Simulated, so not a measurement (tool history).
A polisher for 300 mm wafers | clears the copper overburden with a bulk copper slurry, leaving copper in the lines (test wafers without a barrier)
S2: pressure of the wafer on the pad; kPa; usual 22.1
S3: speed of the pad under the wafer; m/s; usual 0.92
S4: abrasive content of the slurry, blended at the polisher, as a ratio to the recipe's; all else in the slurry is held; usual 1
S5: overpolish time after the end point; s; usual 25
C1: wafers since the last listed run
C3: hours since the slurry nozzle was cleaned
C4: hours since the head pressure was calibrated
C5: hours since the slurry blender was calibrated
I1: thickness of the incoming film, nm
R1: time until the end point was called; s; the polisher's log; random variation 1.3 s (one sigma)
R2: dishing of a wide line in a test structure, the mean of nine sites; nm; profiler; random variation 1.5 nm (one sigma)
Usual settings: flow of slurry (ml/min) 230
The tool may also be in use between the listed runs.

Run 1, day 0: usual settings but flow of slurry (ml/min) 270; C1 0; wafers polished on this pad 854; C3 146.5; C4 1.2; C5 226.9; I1 818.2. Result: R1 91 s, R2 106.1 nm.
Run 2, day 1.488: usual settings but flow of slurry (ml/min) 270; C1 204; wafers polished on this pad 1058; C3 182.2; C4 36.9; C5 262.6; I1 794.9. Result: R1 90.3 s, R2 106.4 nm.
Run 3, day 2.671: usual settings but S3 1.12 m/s; C1 162; wafers polished on this pad 1220; C3 210.6; C4 65.3; C5 291; I1 792.5. Result: R1 77.5 s, R2 111.9 nm.
Run 4, day 4.117: usual settings but S3 1.12 m/s; C1 198; wafers polished on this pad 1418; C3 245.3; C4 100; C5 325.7; I1 788.4. Result: R1 75.6 s, R2 112.7 nm.
Run 5, day 4.717: usual settings but S3 1.02 m/s, S4 0.8; C1 82; wafers polished on this pad 1501; C3 259.7; C4 114.4; C5 340.1; I1 812.9. Result: R1 90.9 s, R2 107.1 nm.
At day 5.788: worn pad replaced by a new one.
Run 6, day 5.808: usual settings but S3 1.04 m/s; C1 126; wafers polished on this pad 2; C3 285.9; C4 140.6; C5 366.3; I1 786.8. Result: R1 81.9 s, R2 109 nm.
At day 7.362: slurry blender recalibrated.
Run 7, day 10.179: usual settings but flow of slurry (ml/min) 260; C1 588; wafers polished on this pad 590; C3 390.8; C4 245.5; C5 67.6; I1 797.7. Result: R1 94.6 s, R2 101.6 nm.
Run 8, day 11.442: usual settings; C1 173; wafers polished on this pad 763; C3 421.1; C4 275.8; C5 97.9; I1 793.3. Result: R1 95.8 s, R2 101.8 nm.
Run 9, day 12.412: usual settings; C1 133; wafers polished on this pad 897; C3 444.4; C4 299.1; C5 121.2; I1 802.1. Result: R1 100 s, R2 102 nm.
Run 10, day 13.612: usual settings but flow of slurry (ml/min) 295, S4 0.9, S5 29 s; C1 164; wafers polished on this pad 1061; C3 473.2; C4 327.9; C5 150; I1 792.3. Result: R1 94.8 s, R2 112.1 nm.
Run 11, day 14.142: usual settings but S3 1.12 m/s, S4 0.8; C1 72; wafers polished on this pad 1134; C3 485.9; C4 340.6; C5 162.7; I1 801.3. Result: R1 84.1 s, R2 107.6 nm.
Run 12, day 15.475: usual settings but S5 13 s; C1 182; wafers polished on this pad 1317; C3 517.9; C4 372.6; C5 194.7; I1 788.3. Result: R1 100 s, R2 65.6 nm.
At day 15.925: slurry nozzle cleaned.
Run 13, day 16.433: usual settings but S5 31 s; C1 125; wafers polished on this pad 1442; C3 12.2; C4 395.6; C5 217.7; I1 803.9. Result: R1 93.7 s, R2 114.7 nm.
At day 17.617: worn pad replaced by a new one.
Run 14, day 20.867: usual settings but S5 13 s; C1 585; wafers polished on this pad 446; C3 118.6; C4 502; C5 324.1; I1 800.2. Result: R1 95.1 s, R2 67.1 nm.
At day 22.358: head pressure recalibrated.
Run 15, day 22.379: usual settings but S3 1.2 m/s; C1 196; wafers polished on this pad 642; C3 154.9; C4 0.5; C5 360.4; I1 788.8. Result: R1 70.9 s, R2 121.8 nm.
Run 16, day 24.792: usual settings; C1 330; wafers polished on this pad 973; C3 212.8; C4 58.4; C5 418.3; I1 806.3. Result: R1 94.8 s, R2 102.3 nm.
Run 17, day 25.304: usual settings but flow of slurry (ml/min) 180, S3 1.08 m/s, S4 1.15, S5 38 s; C1 70; wafers polished on this pad 1043; C3 225.1; C4 70.7; C5 430.6; I1 797.8. Result: R1 80.4 s, R2 129.3 nm.
At day 25.933: slurry blender recalibrated.
Run 18, day 25.954: usual settings but S4 0.85; C1 77; wafers polished on this pad 1121; C3 240.7; C4 86.3; C5 0.5; I1 793.7. Result: R1 94.8 s, R2 100.6 nm.
Run 19, day 26.475: usual settings but flow of slurry (ml/min) 280, S2 18.6 kPa, S3 1.22 m/s, S5 14 s; C1 71; wafers polished on this pad 1192; C3 253.2; C4 98.8; C5 13; I1 812. Result: R1 84.1 s, R2 79.1 nm.
Run 20, day 27.05: usual settings but S5 20 s; C1 78; wafers polished on this pad 1271; C3 267; C4 112.6; C5 26.8; I1 807.1. Result: R1 97.1 s, R2 92.1 nm.
Run 21, day 27.696: usual settings but S3 0.62 m/s, S5 30 s; C1 88; wafers polished on this pad 1359; C3 282.5; C4 128.1; C5 42.3; I1 797.3. Result: R1 132.9 s, R2 92.9 nm.
At day 28.146: worn pad replaced by a new one.
Run 22, day 28.312: usual settings but flow of slurry (ml/min) 205, S5 31 s; C1 61; wafers polished on this pad 22; C3 297.3; C4 142.9; C5 57.1; I1 796.1. Result: R1 97 s, R2 114.3 nm.
Run 23, day 29.554: usual settings but flow of slurry (ml/min) 260, S2 15.9 kPa; C1 170; wafers polished on this pad 192; C3 327.1; C4 172.7; C5 86.9; I1 805.9. Result: R1 130 s, R2 80.5 nm.
Run 24, day 30.262: usual settings but flow of slurry (ml/min) 295, S3 1.22 m/s, S5 12 s; C1 97; wafers polished on this pad 290; C3 344.1; C4 189.7; C5 103.9; I1 795.1. Result: R1 70 s, R2 79.2 nm.
Run 25, day 31.562: usual settings but S2 14.5 kPa, S5 18 s; C1 178; wafers polished on this pad 468; C3 375.3; C4 220.9; C5 135.1; I1 785.9. Result: R1 144.4 s, R2 62.1 nm.
Run 26, day 32.917: usual settings but S2 26.2 kPa; C1 185; wafers polished on this pad 654; C3 407.8; C4 253.4; C5 167.6; I1 795.9. Result: R1 82.6 s, R2 113.5 nm.
Run 27, day 33.988: usual settings but S5 39 s; C1 146; wafers polished on this pad 801; C3 433.5; C4 279.1; C5 193.3; I1 800.1. Result: R1 93.7 s, R2 123 nm.
Run 28, day 34.621: usual settings but flow of slurry (ml/min) 285; C1 86; wafers polished on this pad 887; C3 448.7; C4 294.3; C5 208.5; I1 802.7. Result: R1 97.2 s, R2 100.2 nm.

4 ways to go on from here, each from the tool as it stands after run 28. What would each give?
Run A, day 34.642: usual settings but S3 1.1 m/s; C1 2; wafers polished on this pad 890; C3 449.2; C4 294.8; C5 209; I1 811.7. Result: R1 ?, R2 ?.
Run B, day 34.642: usual settings but flow of slurry (ml/min) 155; C1 2; wafers polished on this pad 890; C3 449.2; C4 294.8; C5 209; I1 811.7. Result: R1 ?, R2 ?.
Run C, day 34.642: usual settings but S4 0.85, S5 32 s; C1 2; wafers polished on this pad 890; C3 449.2; C4 294.8; C5 209; I1 811.7. Result: R1 ?, R2 ?.
Run D, day 34.642: usual settings but flow of slurry (ml/min) 290; C1 2; wafers polished on this pad 890; C3 449.2; C4 294.8; C5 209; I1 811.7. Result: R1 ?, R2 ?.

run     R1     R2
  A   82.2  109.5
  B  104.2   96.8
  C    100  112.2
  D   94.5  102.1
Without the tool's hidden state the same runs would have given:
run    R1     R2
  A  76.6  113.5
  B  95.2  101.9
  C  93.2  116.1
  D  88.9  105.6
